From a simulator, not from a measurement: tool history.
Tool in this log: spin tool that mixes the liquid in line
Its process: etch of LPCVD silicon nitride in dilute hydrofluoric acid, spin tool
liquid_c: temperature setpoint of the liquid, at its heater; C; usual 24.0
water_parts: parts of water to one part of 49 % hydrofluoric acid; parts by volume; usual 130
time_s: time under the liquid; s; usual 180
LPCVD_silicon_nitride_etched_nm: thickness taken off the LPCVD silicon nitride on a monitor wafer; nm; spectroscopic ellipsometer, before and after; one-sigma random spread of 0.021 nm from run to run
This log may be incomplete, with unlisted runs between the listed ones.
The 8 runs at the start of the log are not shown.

run    hour  liquid_c  water_parts  time_s  wafers since the last listed run  hours since the thermometer was replaced  hours since the hydrofluoric acid flow meter was replaced  hours since the gauge calibration  read-back film thickness of the LPCVD silicon nitride reference wafer, read on the same gauge (nm)  LPCVD_silicon_nitride_etched_nm
  9   734.3      19.5          100     135                               406                                     598.1                                                     2243.9                             3838.6                                                                                              60.011                            0.439
      745.2  -- hydrofluoric acid flow meter replaced
 10   777.3      27.0          150     270                               338                                     641.1                                                       32.1                             3881.6                                                                                              60.005                            1.034
 11   857.3      28.5          100     245                               645                                     721.1                                                      112.1                             3961.6                                                                                              59.971                            1.542
 12   926.8      24.0          170     120                               560                                     790.6                                                      181.6                             4031.1                                                                                              59.985                            0.312
 13  1017.4      26.0          130     180                               730                                     881.2                                                      272.2                             4121.7                                                                                              60.034                            0.708
 14  1055.1      27.5           80     230                               304                                     918.9                                                      309.9                             4159.4                                                                                              60.000                            1.757
 15  1112.3      20.5          150     115                               461                                     976.1                                                      367.1                             4216.6                                                                                              60.014                            0.272
 16  1167.2      24.0          130     180                               442                                    1031.0                                                      422.0                             4271.5                                                                                              60.015                            0.650
 17  1204.4      24.0          130     180                               300                                    1068.2                                                      459.2                             4308.7                                                                                              60.001                            0.654
 18  1273.2      28.5          110     150                               555                                    1137.0                                                      528.0                             4377.5                                                                                              60.002                            0.799
     1307.3  -- gauge calibrated
 19  1339.0      28.0          130     100                               530                                    1202.8                                                      593.8                               31.7                                                                                              60.000                            0.444
 20  1445.9      28.0           95      75                               862                                    1309.7                                                      700.7                              138.6                                                                                              60.011                            0.474
     1487.6  -- thermometer replaced
 21  1668.7      24.0          130     260                              1789                                     181.1                                                      923.5                              361.4                                                                                              59.984                            0.940
 22  1768.7      24.0          130     180                               806                                     281.1                                                     1023.5                              461.4                                                                                              60.035                            0.628
 23  1808.7      26.0          130     250                               322                                     321.1                                                     1063.5                              501.4                                                                                              59.992                            0.971
 24  1978.8      20.5          130     180                              1372                                     491.2                                                     1233.6                              671.5                                                                                              59.958                            0.512
 25  2075.3      20.5          110     280                               778                                     587.7                                                     1330.1                              768.0                                                                                              60.018                            0.904
 26  2122.2      22.0          105     240                               378                                     634.6                                                     1377.0                              814.9                                                                                              59.984                            0.894
 27  2188.0      24.0          185     240                               530                                     700.4                                                     1442.8                              880.7                                                                                              60.011                            0.600
 28  2259.0      24.0          130     180                               572                                     771.4                                                     1513.8                              951.7                                                                                              59.962                            0.625
 29  2355.6      24.0          130     215                               779                                     868.0                                                     1610.4                             1048.3                                                                                              60.007                            0.747
 30  2410.4      28.5           75     120                               442                                     922.8                                                     1665.2                             1103.1                                                                                              59.997                            0.912

For run 31, what comes out?
 31  2492.5      24.0          130     180                               662                                    1004.9                                                     1747.3                             1185.2                                                                                                   ?                                ?

Logged for run 31: read-back film thickness of the LPCVD silicon nitride reference wafer, read on the same gauge (nm) 60.019, LPCVD_silicon_nitride_etched_nm 0.642 nm.
On a tool with no hidden condition, and with the same random variation, this run would have come out at LPCVD_silicon_nitride_etched_nm 0.703 nm.
